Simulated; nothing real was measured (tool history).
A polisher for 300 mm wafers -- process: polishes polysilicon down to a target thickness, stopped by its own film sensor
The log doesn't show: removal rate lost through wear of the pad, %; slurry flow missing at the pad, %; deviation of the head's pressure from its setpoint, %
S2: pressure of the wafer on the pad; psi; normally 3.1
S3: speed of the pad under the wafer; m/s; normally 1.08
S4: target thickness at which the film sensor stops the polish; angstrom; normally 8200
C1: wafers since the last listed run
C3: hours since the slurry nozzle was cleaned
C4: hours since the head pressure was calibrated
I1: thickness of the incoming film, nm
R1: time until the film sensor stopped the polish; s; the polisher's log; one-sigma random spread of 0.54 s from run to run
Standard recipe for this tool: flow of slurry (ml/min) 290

run 1 hour=0 | flow_of_slurry_(ml/min)=350 S2=3.1 S3=1.08 S4=9690 | C1=0 wafers_polished_on_this_pad=1175 C3=318.2 C4=589.1 | I1=1475.5 | R1=49.1
run 2 hour=19.8 | flow_of_slurry_(ml/min)=290 S2=3.1 S3=1.08 S4=8200 | C1=270 wafers_polished_on_this_pad=1445 C3=338 C4=608.9 | I1=1499.7 | R1=66.4
run 3 hour=45.7 | flow_of_slurry_(ml/min)=290 S2=3.1 S3=1.08 S4=8200 | C1=353 wafers_polished_on_this_pad=1798 C3=363.9 C4=634.8 | I1=1512.5 | R1=68.4
run 4 hour=63.1 | flow_of_slurry_(ml/min)=290 S2=3.1 S3=1.08 S4=8200 | C1=237 wafers_polished_on_this_pad=2036 C3=381.3 C4=652.2 | I1=1509.9 | R1=67.6
run 5 hour=113.6 | flow_of_slurry_(ml/min)=290 S2=3.1 S3=1.08 S4=7690 | C1=689 wafers_polished_on_this_pad=2725 C3=431.8 C4=702.7 | I1=1501.9 | R1=73.2
run 6 hour=144 | flow_of_slurry_(ml/min)=290 S2=3.1 S3=1.08 S4=8200 | C1=414 wafers_polished_on_this_pad=3140 C3=462.2 C4=733.1 | I1=1500.3 | R1=67.9
-- hour=158.7 slurry nozzle cleaned
-- hour=158.9 worn pad replaced by a new one
run 7 hour=159.2 | flow_of_slurry_(ml/min)=290 S2=3.1 S3=1.08 S4=8200 | C1=191 wafers_polished_on_this_pad=4 C3=0.5 C4=748.3 | I1=1487.5 | R1=66.3
run 8 hour=178.9 | flow_of_slurry_(ml/min)=290 S2=3.1 S3=1.08 S4=8200 | C1=268 wafers_polished_on_this_pad=273 C3=20.2 C4=768 | I1=1484.5 | R1=66.6
run 9 hour=211.8 | flow_of_slurry_(ml/min)=365 S2=3.1 S3=1.08 S4=8200 | C1=448 wafers_polished_on_this_pad=722 C3=53.1 C4=800.9 | I1=1502.2 | R1=66.5
run 10 hour=244.1 | flow_of_slurry_(ml/min)=290 S2=3.1 S3=1.08 S4=8200 | C1=440 wafers_polished_on_this_pad=1163 C3=85.4 C4=833.2 | I1=1508.7 | R1=69.6
run 11 hour=279.9 | flow_of_slurry_(ml/min)=290 S2=3.1 S3=1.08 S4=8200 | C1=488 wafers_polished_on_this_pad=1651 C3=121.2 C4=869 | I1=1482.8 | R1=66.7
run 12 hour=300.8 | flow_of_slurry_(ml/min)=290 S2=3.1 S3=1.08 S4=8200 | C1=285 wafers_polished_on_this_pad=1936 C3=142.1 C4=889.9 | I1=1496.1 | R1=68.5
run 13 hour=336.4 | flow_of_slurry_(ml/min)=290 S2=3.1 S3=1.08 S4=8200 | C1=485 wafers_polished_on_this_pad=2422 C3=177.7 C4=925.5 | I1=1526.5 | R1=72.5
-- hour=354.7 head pressure recalibrated
run 14 hour=365.9 | flow_of_slurry_(ml/min)=290 S2=3.1 S3=1.08 S4=8200 | C1=375 wafers_polished_on_this_pad=2797 C3=207.2 C4=11.2 | I1=1496.4 | R1=73.4
run 15 hour=382.8 | flow_of_slurry_(ml/min)=290 S2=3.5 S3=1.08 S4=9900 | C1=230 wafers_polished_on_this_pad=3028 C3=224.1 C4=28.1 | I1=1485.5 | R1=47.2
run 16 hour=404.4 | flow_of_slurry_(ml/min)=390 S2=2.1 S3=1.08 S4=7130 | C1=294 wafers_polished_on_this_pad=3323 C3=245.7 C4=49.7 | I1=1521 | R1=127.1
run 17 hour=423 | flow_of_slurry_(ml/min)=290 S2=3.1 S3=1.3 S4=8200 | C1=253 wafers_polished_on_this_pad=3577 C3=264.3 C4=68.3 | I1=1517.3 | R1=67
-- hour=442.9 worn pad replaced by a new one
run 18 hour=443.4 | flow_of_slurry_(ml/min)=290 S2=3.1 S3=1.08 S4=8200 | C1=223 wafers_polished_on_this_pad=7 C3=284.7 C4=88.7 | I1=1474.4 | R1=72.1
run 19 hour=489.1 | flow_of_slurry_(ml/min)=290 S2=2.7 S3=0.74 S4=7380 | C1=623 wafers_polished_on_this_pad=630 C3=330.4 C4=134.4 | I1=1499.6 | R1=118.7
run 20 hour=520.9 | flow_of_slurry_(ml/min)=290 S2=3.6 S3=1.08 S4=8200 | C1=433 wafers_polished_on_this_pad=1064 C3=362.2 C4=166.2 | I1=1512.5 | R1=65.1
run 21 hour=545.3 | flow_of_slurry_(ml/min)=290 S2=3.1 S3=1.08 S4=8200 | C1=332 wafers_polished_on_this_pad=1397 C3=386.6 C4=190.6 | I1=1485.7 | R1=72.4
-- hour=555.5 head pressure recalibrated, repeated, since the last time left the tool worse
run 22 hour=573.8 | flow_of_slurry_(ml/min)=290 S2=2.6 S3=1.08 S4=8200 | C1=361 wafers_polished_on_this_pad=1759 C3=415.1 C4=18.3 | I1=1504.1 | R1=75.6
run 23 hour=589.8 | flow_of_slurry_(ml/min)=290 S2=4.1 S3=1.08 S4=6330 | C1=218 wafers_polished_on_this_pad=1977 C3=431.1 C4=34.3 | I1=1497.3 | R1=61.2
run 24 hour=602.2 | flow_of_slurry_(ml/min)=200 S2=2.3 S3=0.78 S4=9190 | C1=169 wafers_polished_on_this_pad=2146 C3=443.5 C4=46.7 | I1=1484.4 | R1=87.9
run 25 hour=618.3 | flow_of_slurry_(ml/min)=290 S2=3.1 S3=1.08 S4=6390 | C1=219 wafers_polished_on_this_pad=2366 C3=459.6 C4=62.8 | I1=1499.7 | R1=80.7
run 26 hour=636.9 | flow_of_slurry_(ml/min)=330 S2=3.1 S3=1.08 S4=8200 | C1=253 wafers_polished_on_this_pad=2620 C3=478.2 C4=81.4 | I1=1477.3 | R1=60.7
-- hour=663 worn pad replaced by a new one
run 27 hour=663.5 | flow_of_slurry_(ml/min)=290 S2=2.7 S3=1.42 S4=10480 | C1=308 wafers_polished_on_this_pad=6 C3=504.8 C4=108 | I1=1511.5 | R1=42.3
-- hour=671.7 slurry nozzle cleaned
run 28 hour=683.2 | flow_of_slurry_(ml/min)=290 S2=2 S3=1.08 S4=9240 | C1=255 wafers_polished_on_this_pad=261 C3=11.5 C4=127.7 | I1=1520.1 | R1=87.8
run 29 hour=716 | flow_of_slurry_(ml/min)=290 S2=3.1 S3=1.08 S4=8200 | C1=447 wafers_polished_on_this_pad=709 C3=44.3 C4=160.5 | I1=1499.7 | R1=63.7
run 30 hour=748 | flow_of_slurry_(ml/min)=225 S2=3.1 S3=1.08 S4=8200 | C1=436 wafers_polished_on_this_pad=1145 C3=76.3 C4=192.5 | I1=1513.4 | R1=67.9
run 31 hour=775 | flow_of_slurry_(ml/min)=335 S2=3.1 S3=1.28 S4=8910 | C1=368 wafers_polished_on_this_pad=1514 C3=103.3 C4=219.5 | I1=1519.3 | R1=53.8
run 32 hour=797.2 | flow_of_slurry_(ml/min)=290 S2=3.1 S3=1.08 S4=8200 | C1=302 wafers_polished_on_this_pad=1817 C3=125.5 C4=241.7 | I1=1518.7 | R1=65.7
run 33 hour=816.7 | flow_of_slurry_(ml/min)=240 S2=2.3 S3=0.88 S4=8850 | C1=266 wafers_polished_on_this_pad=2083 C3=145 C4=261.2 | I1=1469.3 | R1=84.9
run 34 hour=845.3 | flow_of_slurry_(ml/min)=335 S2=3.8 S3=0.88 S4=9400 | C1=390 wafers_polished_on_this_pad=2473 C3=173.6 C4=289.8 | I1=1520.8 | R1=50.3
run 35 hour=864.9 | flow_of_slurry_(ml/min)=290 S2=3.1 S3=1.3 S4=10090 | C1=267 wafers_polished_on_this_pad=2741 C3=193.2 C4=309.4 | I1=1499.9 | R1=41.3
run 36 hour=898.7 | flow_of_slurry_(ml/min)=290 S2=3.1 S3=1.08 S4=10470 | C1=461 wafers_polished_on_this_pad=3202 C3=227 C4=343.2 | I1=1478.6 | R1=41.4
-- hour=903.6 worn pad replaced by a new one
run 37 hour=926.5 | flow_of_slurry_(ml/min)=290 S2=4.1 S3=0.78 S4=6550 | C1=324 wafers_polished_on_this_pad=313 C3=254.8 C4=371 | I1=1496.2 | R1=72.8
run 38 hour=954.2 | flow_of_slurry_(ml/min)=290 S2=3.1 S3=1.08 S4=8200 | C1=378 wafers_polished_on_this_pad=691 C3=282.5 C4=398.7 | I1=1496.8 | R1=64.2

List, for all runs, the conditions of the tool that the log does not record:
removal rate lost through wear of the pad, %: 0 on each run
slurry flow missing at the pad, %: 0 on each run
H1: deviation of the head's pressure from its setpoint, %
run=1 H1=-5.26
run=2 H1=-5.42
run=3 H1=-5.63
run=4 H1=-5.77
run=5 H1=-6.17
run=6 H1=-6.41
run=7 H1=-6.53
run=8 H1=-6.69
run=9 H1=-6.95
run=10 H1=-7.21
run=11 H1=-7.5
run=12 H1=-7.66
run=13 H1=-7.95
run=14 H1=-14.1
run=15 H1=-14.2
run=16 H1=-14.4
run=17 H1=-14.6
run=18 H1=-14.7
run=19 H1=-15.1
run=20 H1=-15.3
run=21 H1=-15.5
run=22 H1=0.198
run=23 H1=0.0704
run=24 H1=-0.0286
run=25 H1=-0.157
run=26 H1=-0.306
run=27 H1=-0.518
run=28 H1=-0.675
run=29 H1=-0.937
run=30 H1=-1.19
run=31 H1=-1.41
run=32 H1=-1.58
run=33 H1=-1.74
run=34 H1=-1.97
run=35 H1=-2.13
run=36 H1=-2.4
run=37 H1=-2.62
run=38 H1=-2.84

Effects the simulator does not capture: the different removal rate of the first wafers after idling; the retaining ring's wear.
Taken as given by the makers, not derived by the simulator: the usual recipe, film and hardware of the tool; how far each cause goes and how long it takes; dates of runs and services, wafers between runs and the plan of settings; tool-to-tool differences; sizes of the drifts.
